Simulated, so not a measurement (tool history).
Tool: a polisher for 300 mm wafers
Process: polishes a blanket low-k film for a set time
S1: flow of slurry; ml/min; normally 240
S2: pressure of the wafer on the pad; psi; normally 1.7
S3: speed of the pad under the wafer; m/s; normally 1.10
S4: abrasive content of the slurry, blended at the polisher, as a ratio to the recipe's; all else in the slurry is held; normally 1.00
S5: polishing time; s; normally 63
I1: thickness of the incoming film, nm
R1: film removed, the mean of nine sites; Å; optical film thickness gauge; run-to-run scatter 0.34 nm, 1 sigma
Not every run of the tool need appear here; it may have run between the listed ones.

{"run": 1, "day": 0.0, "S1": 240, "S2": 1.7, "S3": 1.1, "S4": 1.0, "S5": 63, "I1": 453.1, "R1": 207}
{"run": 2, "day": 2.583, "S1": 240, "S2": 1.7, "S3": 1.1, "S4": 1.0, "S5": 63, "I1": 451.1, "R1": 208}
{"run": 3, "day": 4.779, "S1": 240, "S2": 1.7, "S3": 1.1, "S4": 1.0, "S5": 63, "I1": 448.0, "R1": 209}
{"day": 6.35, "done": "head pressure recalibrated, repeated, since the last time left the tool worse"}
{"run": 4, "day": 6.542, "S1": 240, "S2": 1.7, "S3": 1.1, "S4": 1.0, "S5": 63, "I1": 449.5, "R1": 235}
{"run": 5, "day": 10.625, "S1": 240, "S2": 1.7, "S3": 1.1, "S4": 1.0, "S5": 63, "I1": 451.6, "R1": 240}
{"day": 14.892, "done": "conditioning disc replaced and pad reconditioned"}
{"run": 6, "day": 14.921, "S1": 280, "S2": 1.7, "S3": 1.1, "S4": 1.0, "S5": 63, "I1": 451.8, "R1": 238}
{"run": 7, "day": 18.229, "S1": 240, "S2": 1.7, "S3": 1.1, "S4": 1.0, "S5": 63, "I1": 451.5, "R1": 238}
{"day": 20.975, "done": "slurry blender recalibrated"}
{"run": 8, "day": 21.242, "S1": 240, "S2": 1.7, "S3": 1.1, "S4": 1.0, "S5": 63, "I1": 445.6, "R1": 236}
{"day": 23.767, "done": "worn pad replaced by a new one"}
{"run": 9, "day": 24.654, "S1": 220, "S2": 1.7, "S3": 1.1, "S4": 1.0, "S5": 63, "I1": 445.2, "R1": 226}
{"run": 10, "day": 28.212, "S1": 240, "S2": 1.2, "S3": 1.1, "S4": 1.0, "S5": 63, "I1": 456.6, "R1": 178}
{"day": 31.092, "done": "slurry nozzle cleaned"}
{"run": 11, "day": 31.846, "S1": 240, "S2": 1.7, "S3": 1.1, "S4": 1.0, "S5": 63, "I1": 449.9, "R1": 234}
{"run": 12, "day": 44.225, "S1": 240, "S2": 1.7, "S3": 1.1, "S4": 1.0, "S5": 63, "I1": 446.7, "R1": 229}
{"run": 13, "day": 47.308, "S1": 185, "S2": 1.7, "S3": 0.74, "S4": 1.0, "S5": 57, "I1": 457.5, "R1": 164}
{"day": 47.683, "done": "slurry blender recalibrated"}
{"day": 47.817, "done": "conditioning disc replaced and pad reconditioned"}
{"day": 48.842, "done": "head pressure recalibrated"}
{"run": 14, "day": 49.925, "S1": 240, "S2": 1.7, "S3": 1.3, "S4": 1.25, "S5": 63, "I1": 443.2, "R1": 281}
{"day": 53.15, "done": "worn pad replaced by a new one"}
{"run": 15, "day": 53.171, "S1": 240, "S2": 1.7, "S3": 1.1, "S4": 1.2, "S5": 63, "I1": 448.4, "R1": 254}
{"run": 16, "day": 55.942, "S1": 240, "S2": 1.7, "S3": 1.1, "S4": 1.0, "S5": 63, "I1": 450.1, "R1": 236}
{"run": 17, "day": 58.988, "S1": 240, "S2": 2.0, "S3": 1.1, "S4": 0.8, "S5": 48, "I1": 444.2, "R1": 188}
{"run": 18, "day": 62.521, "S1": 280, "S2": 1.4, "S3": 1.38, "S4": 0.9, "S5": 63, "I1": 451.0, "R1": 223}
{"run": 19, "day": 64.912, "S1": 265, "S2": 1.2, "S3": 1.1, "S4": 1.3, "S5": 63, "I1": 445.6, "R1": 198}
{"run": 20, "day": 68.529, "S1": 240, "S2": 1.7, "S3": 1.1, "S4": 0.9, "S5": 83, "I1": 452.0, "R1": 291}
{"run": 21, "day": 70.029, "S1": 280, "S2": 2.0, "S3": 1.32, "S4": 1.0, "S5": 63, "I1": 443.0, "R1": 297}
{"day": 71.725, "done": "slurry nozzle cleaned"}
{"run": 22, "day": 74.225, "S1": 240, "S2": 1.7, "S3": 1.1, "S4": 1.0, "S5": 63, "I1": 456.6, "R1": 226}
{"day": 76.983, "done": "conditioning disc replaced and pad reconditioned"}
{"day": 79.833, "done": "worn pad replaced by a new one"}
{"run": 23, "day": 79.971, "S1": 315, "S2": 2.3, "S3": 1.42, "S4": 1.0, "S5": 51, "I1": 452.3, "R1": 276}
{"day": 80.533, "done": "slurry blender recalibrated"}
{"run": 24, "day": 83.304, "S1": 190, "S2": 1.7, "S3": 1.36, "S4": 1.0, "S5": 63, "I1": 445.8, "R1": 240}
{"run": 25, "day": 88.7, "S1": 205, "S2": 1.7, "S3": 1.46, "S4": 1.0, "S5": 63, "I1": 448.9, "R1": 253}

Here are 4 independent what-if runs from the current tool condition. What would each one return?
{"run": "A", "day": 88.717, "S1": 240, "S2": 1.7, "S3": 1.1, "S4": 1.0, "S5": 63, "I1": 454.1, "R1": "?"}
{"run": "B", "day": 88.717, "S1": 315, "S2": 1.5, "S3": 1.1, "S4": 1.0, "S5": 41, "I1": 454.1, "R1": "?"}
{"run": "C", "day": 88.717, "S1": 240, "S2": 1.7, "S3": 1.1, "S4": 1.0, "S5": 71, "I1": 454.1, "R1": "?"}
{"run": "D", "day": 88.717, "S1": 240, "S2": 2.1, "S3": 1.1, "S4": 1.0, "S5": 63, "I1": 454.1, "R1": "?"}

run=A R1=223
run=B R1=135
run=C R1=251
run=D R1=265
Take away the tool's hidden state, keep each run's random variation, and the runs would have read:
run=A R1=233
run=B R1=141
run=C R1=263
run=D R1=277
